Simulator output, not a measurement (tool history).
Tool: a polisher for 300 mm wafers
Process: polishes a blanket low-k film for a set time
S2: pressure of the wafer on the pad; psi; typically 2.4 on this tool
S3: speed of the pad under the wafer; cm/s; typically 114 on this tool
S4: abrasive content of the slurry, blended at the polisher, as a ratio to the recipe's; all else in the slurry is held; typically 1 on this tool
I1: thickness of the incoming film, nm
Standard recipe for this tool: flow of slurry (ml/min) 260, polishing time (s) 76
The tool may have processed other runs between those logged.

Run 1, hour 0: usual settings but flow of slurry (ml/min) 220; I1 493.1. Result: film removed (angstrom) 344.
Run 2, hour 57.8: usual settings but flow of slurry (ml/min) 220; I1 494.7. Result: film removed (angstrom) 329.
At hour 137.9: worn pad replaced by a new one.
Run 3, hour 139.4: usual settings; I1 488.5. Result: film removed (angstrom) 331.
Run 4, hour 231.2: usual settings but S3 88 cm/s; I1 491. Result: film removed (angstrom) 258.
At hour 239.4: slurry nozzle cleaned.
At hour 258.5: slurry blender recalibrated.
Run 5, hour 275.2: usual settings but S3 88 cm/s; I1 493.6. Result: film removed (angstrom) 285.
At hour 327.5: conditioning disc replaced and pad reconditioned.
Run 6, hour 328.9: usual settings; I1 493.4. Result: film removed (angstrom) 324.
At hour 375.8: worn pad replaced by a new one.
Run 7, hour 385.3: usual settings; I1 485.5. Result: film removed (angstrom) 325.
Run 8, hour 465.6: usual settings; I1 493.8. Result: film removed (angstrom) 326.
At hour 496.2: slurry blender recalibrated.
Run 9, hour 524.8: usual settings but S4 0.85; I1 493.3. Result: film removed (angstrom) 307.
At hour 607.2: conditioning disc replaced and pad reconditioned.
At hour 623.3: head pressure recalibrated.
At hour 626.7: worn pad replaced by a new one.
Run 10, hour 627.2: usual settings but S2 3 psi, polishing time (s) 102; I1 486. Result: film removed (angstrom) 515.
Run 11, hour 678.1: usual settings but S2 2 psi, S4 1.2, polishing time (s) 98; I1 488.8. Result: film removed (angstrom) 405.
At hour 759.1: slurry blender recalibrated.
Run 12, hour 775.5: usual settings; I1 489.4. Result: film removed (angstrom) 354.
At hour 778.4: slurry nozzle cleaned.
Run 13, hour 871.3: usual settings; I1 487.5. Result: film removed (angstrom) 308.
At hour 892: worn pad replaced by a new one.
At hour 916.5: conditioning disc replaced and pad reconditioned.
Run 14, hour 969.7: usual settings but flow of slurry (ml/min) 340, S4 0.9; I1 483.9. Result: film removed (angstrom) 297.
At hour 976.3: slurry blender recalibrated.
Run 15, hour 1014.9: usual settings but flow of slurry (ml/min) 235, S3 96 cm/s; I1 488. Result: film removed (angstrom) 290.
Run 16, hour 1068: usual settings but S4 1.1; I1 482.9. Result: film removed (angstrom) 345.
At hour 1138.4: worn pad replaced by a new one.
Run 17, hour 1154.5: usual settings but S4 0.8; I1 496.8. Result: film removed (angstrom) 264.
At hour 1169: conditioning disc replaced and pad reconditioned.
Run 18, hour 1205.7: usual settings but flow of slurry (ml/min) 325, S2 2.2 psi, S4 0.85; I1 484.5. Result: film removed (angstrom) 263.

What if the next run were any one of these 4? Each begins from the tool's condition after run 18:
Run A, hour 1206.1: usual settings but S3 74 cm/s; I1 489.1. Result: film removed (angstrom) ?.
Run B, hour 1206.1: usual settings but flow of slurry (ml/min) 195, S2 1.8 psi, S3 94 cm/s, S4 1.25; I1 489.1. Result: film removed (angstrom) ?.
Run C, hour 1206.1: usual settings but flow of slurry (ml/min) 215, polishing time (s) 97; I1 489.1. Result: film removed (angstrom) ?.
Run D, hour 1206.1: usual settings but flow of slurry (ml/min) 235; I1 489.1. Result: film removed (angstrom) ?.

run  film removed (angstrom)
  A                      220
  B                      243
  C                      387
  D                      307
Had the tool no hidden state, the same runs would have come out as:
run  film removed (angstrom)
  A                      259
  B                      280
  C                      456
  D                      362
